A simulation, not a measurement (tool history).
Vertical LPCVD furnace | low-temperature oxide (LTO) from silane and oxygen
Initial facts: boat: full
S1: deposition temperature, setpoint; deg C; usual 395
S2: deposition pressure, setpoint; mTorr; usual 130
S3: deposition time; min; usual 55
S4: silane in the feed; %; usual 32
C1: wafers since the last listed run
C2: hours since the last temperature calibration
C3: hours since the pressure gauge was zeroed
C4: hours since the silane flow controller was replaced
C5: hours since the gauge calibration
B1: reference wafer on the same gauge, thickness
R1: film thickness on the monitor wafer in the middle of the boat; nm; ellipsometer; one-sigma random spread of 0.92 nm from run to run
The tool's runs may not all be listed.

{"run": 1, "hour": 0.0, "S1": 395, "S2": 130, "S3": 55, "S4": 32, "C1": 0, "C2": 1962.1, "C3": 1680.2, "C4": 4138.8, "C5": 216, "B1": 200.64, "R1": 198.23}
{"run": 2, "hour": 48.7, "S1": 395, "S2": 130, "S3": 55, "S4": 32, "C1": 580, "C2": 2010.8, "C3": 1728.9, "C4": 4187.5, "C5": 264.7, "B1": 199.9, "R1": 196.23}
{"run": 3, "hour": 88.1, "S1": 395, "S2": 130, "S3": 55, "S4": 32, "C1": 469, "C2": 2050.2, "C3": 1768.3, "C4": 4226.9, "C5": 304.1, "B1": 199.74, "R1": 196.56}
{"run": 4, "hour": 116.0, "S1": 395, "S2": 130, "S3": 66.5, "S4": 32, "C1": 332, "C2": 2078.1, "C3": 1796.2, "C4": 4254.8, "C5": 332, "B1": 198.69, "R1": 236.97}
{"run": 5, "hour": 169.1, "S1": 395, "S2": 130, "S3": 66.5, "S4": 32, "C1": 632, "C2": 2131.2, "C3": 1849.3, "C4": 4307.9, "C5": 385.1, "B1": 198.64, "R1": 236.32}
{"run": 6, "hour": 228.6, "S1": 404, "S2": 130, "S3": 55, "S4": 32, "C1": 708, "C2": 2190.7, "C3": 1908.8, "C4": 4367.4, "C5": 444.6, "B1": 198.22, "R1": 217.45}
{"hour": 265.0, "done": "pressure gauge zeroed"}
{"run": 7, "hour": 265.5, "S1": 404, "S2": 130, "S3": 55, "S4": 32, "C1": 153, "C2": 2227.6, "C3": 0.5, "C4": 4404.3, "C5": 481.5, "B1": 198.15, "R1": 217.13}
{"hour": 308.6, "done": "thermocouples replaced and temperature profile calibrated"}
{"run": 8, "hour": 318.7, "S1": 395, "S2": 130, "S3": 55, "S4": 32, "C1": 347, "C2": 10.1, "C3": 53.7, "C4": 4457.5, "C5": 534.7, "B1": 198.06, "R1": 194.45}
{"run": 9, "hour": 356.5, "S1": 395, "S2": 130, "S3": 39.5, "S4": 32, "C1": 450, "C2": 47.9, "C3": 91.5, "C4": 4495.3, "C5": 572.5, "B1": 197.9, "R1": 139.67}
{"run": 10, "hour": 399.7, "S1": 395, "S2": 130, "S3": 71, "S4": 32, "C1": 514, "C2": 91.1, "C3": 134.7, "C4": 4538.5, "C5": 615.7, "B1": 197.25, "R1": 251.73}
{"run": 11, "hour": 460.8, "S1": 395, "S2": 130, "S3": 55, "S4": 32, "C1": 727, "C2": 152.2, "C3": 195.8, "C4": 4599.6, "C5": 676.8, "B1": 197.32, "R1": 193.51}
{"hour": 514.0, "done": "silane flow controller replaced"}
{"run": 12, "hour": 514.5, "S1": 395, "S2": 130, "S3": 66.5, "S4": 32, "C1": 353, "C2": 205.9, "C3": 249.5, "C4": 0.5, "C5": 730.5, "B1": 197.56, "R1": 235.57}
{"run": 13, "hour": 524.7, "S1": 395, "S2": 130, "S3": 55, "S4": 32, "C1": 121, "C2": 216.1, "C3": 259.7, "C4": 10.7, "C5": 740.7, "B1": 197.12, "R1": 194.56}
{"run": 14, "hour": 594.0, "S1": 390, "S2": 145, "S3": 64.5, "S4": 30, "C1": 825, "C2": 285.4, "C3": 329, "C4": 80, "C5": 810, "B1": 197.21, "R1": 218.04}
{"hour": 629.5, "done": "gauge calibrated"}
{"run": 15, "hour": 635.7, "S1": 388, "S2": 100, "S3": 55, "S4": 35, "C1": 496, "C2": 327.1, "C3": 370.7, "C4": 121.7, "C5": 6.2, "B1": 204.83, "R1": 161.92}
{"run": 16, "hour": 674.9, "S1": 405, "S2": 160, "S3": 75, "S4": 28, "C1": 466, "C2": 366.3, "C3": 409.9, "C4": 160.9, "C5": 45.4, "B1": 204, "R1": 311.9}

What will run 17 give?
{"run": 17, "hour": 700.0, "S1": 395, "S2": 115, "S3": 64, "S4": 32, "C1": 298, "C2": 391.4, "C3": 435, "C4": 186, "C5": 70.5, "B1": "?", "R1": "?"}

B1: 203.31
R1: 207.29 nm
With the hidden condition absent and the run-to-run variation left alone, this run would have shown R1 208.02 nm.
